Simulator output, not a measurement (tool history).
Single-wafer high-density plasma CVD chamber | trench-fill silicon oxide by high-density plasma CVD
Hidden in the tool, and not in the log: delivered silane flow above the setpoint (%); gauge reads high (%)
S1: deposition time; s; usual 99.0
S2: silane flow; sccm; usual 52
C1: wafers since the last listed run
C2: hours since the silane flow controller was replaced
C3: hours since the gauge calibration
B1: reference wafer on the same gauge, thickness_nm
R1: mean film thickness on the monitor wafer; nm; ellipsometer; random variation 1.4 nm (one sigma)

run 1 hour=0.0 | S1=99.0 S2=52 | C1=0 C2=2866.3 C3=1154.9 | B1=436.992 | R1=467.895
run 2 hour=62.2 | S1=87.7 S2=52 | C1=729 C2=2928.5 C3=1217.1 | B1=436.995 | R1=416.446
run 3 hour=133.6 | S1=99.0 S2=52 | C1=837 C2=2999.9 C3=1288.5 | B1=437.030 | R1=467.374
run 4 hour=286.3 | S1=99.0 S2=52 | C1=1791 C2=3152.6 C3=1441.2 | B1=436.812 | R1=468.428
run 5 hour=330.1 | S1=99.0 S2=52 | C1=513 C2=3196.4 C3=1485.0 | B1=436.964 | R1=466.658
run 6 hour=401.3 | S1=99.0 S2=52 | C1=835 C2=3267.6 C3=1556.2 | B1=437.234 | R1=467.841
run 7 hour=427.2 | S1=99.0 S2=52 | C1=303 C2=3293.5 C3=1582.1 | B1=436.830 | R1=465.570
run 8 hour=458.7 | S1=99.0 S2=52 | C1=369 C2=3325.0 C3=1613.6 | B1=437.478 | R1=466.817
run 9 hour=515.2 | S1=99.0 S2=52 | C1=662 C2=3381.5 C3=1670.1 | B1=436.776 | R1=464.649
run 10 hour=550.3 | S1=99.0 S2=52 | C1=411 C2=3416.6 C3=1705.2 | B1=437.030 | R1=465.820
run 11 hour=596.2 | S1=106.3 S2=48 | C1=538 C2=3462.5 C3=1751.1 | B1=436.988 | R1=462.917
run 12 hour=657.7 | S1=106.3 S2=48 | C1=721 C2=3524.0 C3=1812.6 | B1=436.931 | R1=461.593
run 13 hour=689.1 | S1=99.0 S2=47 | C1=368 C2=3555.4 C3=1844.0 | B1=437.198 | R1=422.926
run 14 hour=735.1 | S1=99.0 S2=48 | C1=539 C2=3601.4 C3=1890.0 | B1=436.932 | R1=428.827
run 15 hour=805.0 | S1=99.0 S2=48 | C1=820 C2=3671.3 C3=1959.9 | B1=436.744 | R1=432.007
run 16 hour=838.1 | S1=99.0 S2=48 | C1=388 C2=3704.4 C3=1993.0 | B1=437.612 | R1=428.424
run 17 hour=873.4 | S1=99.0 S2=59 | C1=414 C2=3739.7 C3=2028.3 | B1=436.444 | R1=530.002
run 18 hour=927.1 | S1=99.0 S2=59 | C1=630 C2=3793.4 C3=2082.0 | B1=436.953 | R1=525.361
run 19 hour=977.9 | S1=86.1 S2=45 | C1=596 C2=3844.2 C3=2132.8 | B1=436.510 | R1=350.509
run 20 hour=1008.3 | S1=86.1 S2=45 | C1=356 C2=3874.6 C3=2163.2 | B1=437.214 | R1=350.002
run 21 hour=1046.8 | S1=99.0 S2=52 | C1=451 C2=3913.1 C3=2201.7 | B1=437.240 | R1=465.272
run 22 hour=1118.5 | S1=91.4 S2=42 | C1=841 C2=3984.8 C3=2273.4 | B1=436.656 | R1=346.477
run 23 hour=1186.6 | S1=99.0 S2=52 | C1=799 C2=4052.9 C3=2341.5 | B1=437.472 | R1=465.427
run 24 hour=1233.6 | S1=93.4 S2=44 | C1=551 C2=4099.9 C3=2388.5 | B1=436.768 | R1=370.128
-- hour=1306.7 gauge calibrated
run 25 hour=1373.7 | S1=114.7 S2=47 | C1=1643 C2=4240.0 C3=67.0 | B1=436.859 | R1=486.398
run 26 hour=1427.2 | S1=109.1 S2=52 | C1=627 C2=4293.5 C3=120.5 | B1=436.654 | R1=513.871
run 27 hour=1484.2 | S1=85.5 S2=42 | C1=668 C2=4350.5 C3=177.5 | B1=437.024 | R1=322.885
-- hour=1524.2 silane flow controller replaced
run 28 hour=1555.5 | S1=115.6 S2=56 | C1=742 C2=31.3 C3=248.8 | B1=436.984 | R1=625.945
run 29 hour=1585.0 | S1=79.4 S2=60 | C1=346 C2=60.8 C3=278.3 | B1=437.333 | R1=461.980
run 30 hour=1627.9 | S1=99.0 S2=52 | C1=503 C2=103.7 C3=321.2 | B1=437.096 | R1=496.749
run 31 hour=1672.2 | S1=99.0 S2=52 | C1=519 C2=148.0 C3=365.5 | B1=437.023 | R1=498.563
run 32 hour=1698.5 | S1=89.0 S2=44 | C1=308 C2=174.3 C3=391.8 | B1=436.496 | R1=378.278
run 33 hour=1751.2 | S1=117.9 S2=46 | C1=618 C2=227.0 C3=444.5 | B1=437.094 | R1=521.477
run 34 hour=1795.1 | S1=87.1 S2=46 | C1=515 C2=270.9 C3=488.4 | B1=436.588 | R1=385.465
run 35 hour=1846.8 | S1=99.0 S2=45 | C1=606 C2=322.6 C3=540.1 | B1=436.856 | R1=428.567
run 36 hour=1902.9 | S1=83.7 S2=55 | C1=658 C2=378.7 C3=596.2 | B1=437.181 | R1=440.608
run 37 hour=2021.8 | S1=81.3 S2=52 | C1=1395 C2=497.6 C3=715.1 | B1=436.906 | R1=401.614
run 38 hour=2090.6 | S1=87.7 S2=42 | C1=807 C2=566.4 C3=783.9 | B1=437.175 | R1=349.938
run 39 hour=2131.5 | S1=85.6 S2=45 | C1=479 C2=607.3 C3=824.8 | B1=437.052 | R1=364.640
run 40 hour=2166.6 | S1=87.2 S2=52 | C1=411 C2=642.4 C3=859.9 | B1=437.430 | R1=428.142
run 41 hour=2224.1 | S1=86.7 S2=62 | C1=674 C2=699.9 C3=917.4 | B1=436.959 | R1=508.850
run 42 hour=2286.6 | S1=99.0 S2=52 | C1=733 C2=762.4 C3=979.9 | B1=436.424 | R1=486.198

5 ways to go on from here, each from the tool as it stands after run 42. What would each give?
run A hour=2287.0 | S1=113.2 S2=52 | C1=4 C2=762.8 C3=980.3 | B1=? | R1=?
run B hour=2287.0 | S1=118.7 S2=55 | C1=4 C2=762.8 C3=980.3 | B1=? | R1=?
run C hour=2287.0 | S1=91.4 S2=52 | C1=4 C2=762.8 C3=980.3 | B1=? | R1=?
run D hour=2287.0 | S1=99.0 S2=56 | C1=4 C2=762.8 C3=980.3 | B1=? | R1=?
run E hour=2287.0 | S1=111.8 S2=52 | C1=4 C2=762.8 C3=980.3 | B1=? | R1=?

run=A B1=437.124 R1=558.344
run=B B1=437.124 R1=619.249
run=C B1=437.124 R1=450.818
run=D B1=437.124 R1=525.866
run=E B1=437.124 R1=551.439
Without the tool's hidden state the same runs would have given:
run=A R1=569.753
run=B R1=631.903
run=C R1=460.031
run=D R1=536.612
run=E R1=562.707
